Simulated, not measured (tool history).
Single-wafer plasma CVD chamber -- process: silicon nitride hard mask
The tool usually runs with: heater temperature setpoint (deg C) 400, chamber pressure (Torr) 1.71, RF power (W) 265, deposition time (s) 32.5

| run | day | heater temperature setpoint (deg C) | chamber pressure (Torr) | RF power (W) | deposition time (s) | read-back reference wafer on the same gauge, thickness_nm | mean film thickness on the monitor wafer (Å) |
|---|---|---|---|---|---|---|---|
| 1 | 0.000 | 396 | 1.71 | 255 | 32.5 | 37.907 | 322.52 |
| 2 | 2.162 | 396 | 1.71 | 255 | 32.5 | 37.883 | 324.65 |
| 3 | 5.942 | 396 | 1.71 | 255 | 32.5 | 37.939 | 324.10 |
| 4 | 9.671 | 407 | 1.71 | 265 | 32.5 | 37.897 | 329.35 |
| 5 | 13.204 | 400 | 1.71 | 265 | 32.5 | 37.876 | 330.95 |
| 6 | 15.279 | 400 | 1.71 | 265 | 32.5 | 37.908 | 330.47 |
|  | 17.033 | RF generator calibrated |
|  | 19.075 | gauge calibrated |
| 7 | 19.192 | 400 | 1.71 | 265 | 32.5 | 37.907 | 321.01 |
| 8 | 23.642 | 400 | 1.71 | 265 | 32.5 | 37.922 | 319.91 |
|  | 24.921 | RF generator calibrated, repeated, since the last time left the tool worse |
| 9 | 27.975 | 400 | 1.71 | 265 | 32.5 | 37.913 | 343.80 |
|  | 29.883 | thermocouple changed; heater temperature recalibrated |
|  | 31.212 | capacitance manometer re-zeroed and calibrated |
| 10 | 31.233 | 396 | 1.71 | 255 | 32.5 | 37.911 | 333.21 |
| 11 | 34.779 | 400 | 1.71 | 265 | 36.4 | 37.916 | 383.24 |
|  | 35.783 | showerhead replaced |
| 12 | 38.346 | 400 | 1.71 | 290 | 30.2 | 37.916 | 338.17 |
| 13 | 41.062 | 412 | 1.71 | 310 | 34.3 | 37.922 | 396.87 |
| 14 | 44.450 | 400 | 1.54 | 305 | 32.5 | 37.937 | 365.07 |
| 15 | 48.917 | 400 | 1.84 | 215 | 37.5 | 37.888 | 345.80 |
| 16 | 52.604 | 400 | 1.71 | 265 | 32.5 | 37.901 | 339.17 |

Predict each of these 5 candidate next runs independently; none follows another, all start after run 16:
| A | 52.621 | 400 | 1.71 | 265 | 37.3 | ? | ? |
| B | 52.621 | 396 | 1.58 | 300 | 30.1 | ? | ? |
| C | 52.621 | 400 | 1.93 | 240 | 36.1 | ? | ? |
| D | 52.621 | 394 | 2.00 | 265 | 32.5 | ? | ? |
| E | 52.621 | 400 | 1.36 | 265 | 32.5 | ? | ? |

| run | read-back reference wafer on the same gauge, thickness_nm | mean film thickness on the monitor wafer (Å) |
|---|---|---|
| A | 37.878 | 390.04 |
| B | 37.878 | 336.22 |
| C | 37.878 | 363.21 |
| D | 37.878 | 353.81 |
| E | 37.878 | 321.58 |
With the hidden condition removed and each run's random variation left untouched, the same runs would have given:
| run | mean film thickness on the monitor wafer (Å) |
|---|---|
| A | 394.46 |
| B | 339.88 |
| C | 367.32 |
| D | 357.82 |
| E | 325.22 |
